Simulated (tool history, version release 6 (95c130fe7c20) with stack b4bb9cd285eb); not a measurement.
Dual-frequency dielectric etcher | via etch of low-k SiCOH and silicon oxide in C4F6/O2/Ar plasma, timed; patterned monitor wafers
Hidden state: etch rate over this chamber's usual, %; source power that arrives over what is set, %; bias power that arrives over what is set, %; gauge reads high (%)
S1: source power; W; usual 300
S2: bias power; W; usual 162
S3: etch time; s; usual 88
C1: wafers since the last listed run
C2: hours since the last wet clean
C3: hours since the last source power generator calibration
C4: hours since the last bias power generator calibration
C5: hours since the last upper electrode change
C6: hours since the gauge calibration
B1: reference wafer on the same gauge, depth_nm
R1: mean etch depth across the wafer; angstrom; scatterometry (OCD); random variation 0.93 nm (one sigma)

run   hour   S1   S2     S3   C1     C2      C3      C4      C5     C6     B1    R1
  1      0  300  151   78.5    0  397.6  2064.9  1353.9  1918.3  236.2    215  1773
  2   33.7  300  151   78.5  318  431.3  2098.6  1387.6    1952  269.9  215.1  1765
  3   57.1  300  151   78.5  220  454.7    2122    1411  1975.4  293.3  214.8  1763
  4   90.5  300  162     88  315  488.1  2155.4  1444.4  2008.8  326.7  214.8  2027
  5  114.1  300  162     88  222  511.7    2179    1468  2032.4  350.3  215.2  2024
  6  130.1  300  162     88  150  527.7    2195    1484  2048.4  366.3  214.9  2025
     172.2  -- upper electrode replaced
     175.3  -- wet clean of the chamber
  7  175.8  300  162     88  175    0.5  2240.7  1529.7     3.6    412  215.5  2130
  8  176.1  300  162     88    2    0.8    2241    1530     3.9  412.3  214.8  2120
  9  198.1  300  177     88  207   22.8    2263    1552    25.9  434.3  215.3  2206
     218.1  -- gauge calibrated
 10  223.5  300  177     88  239   48.2  2288.4  1577.4    51.3    5.4  214.9  2188
     232.3  -- source power generator calibrated
 11  242.9  300  177     88  145   67.6    10.6  1596.8    70.7   24.8  214.9  2191
 12  267.7  320  201  110.5  234   92.4    35.4  1621.6    95.5   49.6    215  3003
 13  282.9  300  162     88  143  107.6    50.6  1636.8   110.7   64.8  215.2  2104
 14  307.4  300  162     88  231  132.1    75.1  1661.3   135.2   89.3    215  2105
 15  333.1  300  140     74  242  157.8   100.8    1687   160.9    115    215  1650
 16  345.9  370  162     73  120  170.6   113.6  1699.8   173.7  127.8    215  1894
 17  374.7  270  162    103  271  199.4   142.4  1728.6   202.5  156.6  214.9  2343
       387  -- bias power generator calibrated
 18  404.4  280  174   73.5  242  229.1   172.1    17.4   232.2  186.3  214.8  1756
 19  418.1  300  162     88  129  242.8   185.8    31.1   245.9    200    215  2096
 20  447.4  250  162     65  276  272.1   215.1    60.4   275.2  229.3  214.9  1425
 21  479.2  300  162     88  300  303.9   246.9    92.2     307  261.1    215  2077
 22  512.3  250  185   64.5  312    337     280   125.3   340.1  294.2  215.1  1500

Hidden state at the last listed run before each entry between runs and at the first one after, where it differs:
Between runs 6 and 7: upper electrode replaced (hour 172.2); wet clean of the chamber (hour 175.3)
  etch rate over this chamber's usual, %: -4.05 -> 0.555
  measured less the result without the state, R1: -86 -> +12 angstrom
Between runs 9 and 10: gauge calibrated (hour 218.1)
  etch rate over this chamber's usual, %: 0.395 -> 0.212
  measured less the result without the state, R1: +8 -> +4 angstrom
Between runs 10 and 11: source power generator calibrated (hour 232.3)
  etch rate over this chamber's usual, %: 0.212 -> 0.072
  measured less the result without the state, R1: +4 -> +1 angstrom
Between runs 17 and 18: bias power generator calibrated (hour 387)
  etch rate over this chamber's usual, %: -0.877 -> -1.09
  measured less the result without the state, R1: -21 -> -19 angstrom

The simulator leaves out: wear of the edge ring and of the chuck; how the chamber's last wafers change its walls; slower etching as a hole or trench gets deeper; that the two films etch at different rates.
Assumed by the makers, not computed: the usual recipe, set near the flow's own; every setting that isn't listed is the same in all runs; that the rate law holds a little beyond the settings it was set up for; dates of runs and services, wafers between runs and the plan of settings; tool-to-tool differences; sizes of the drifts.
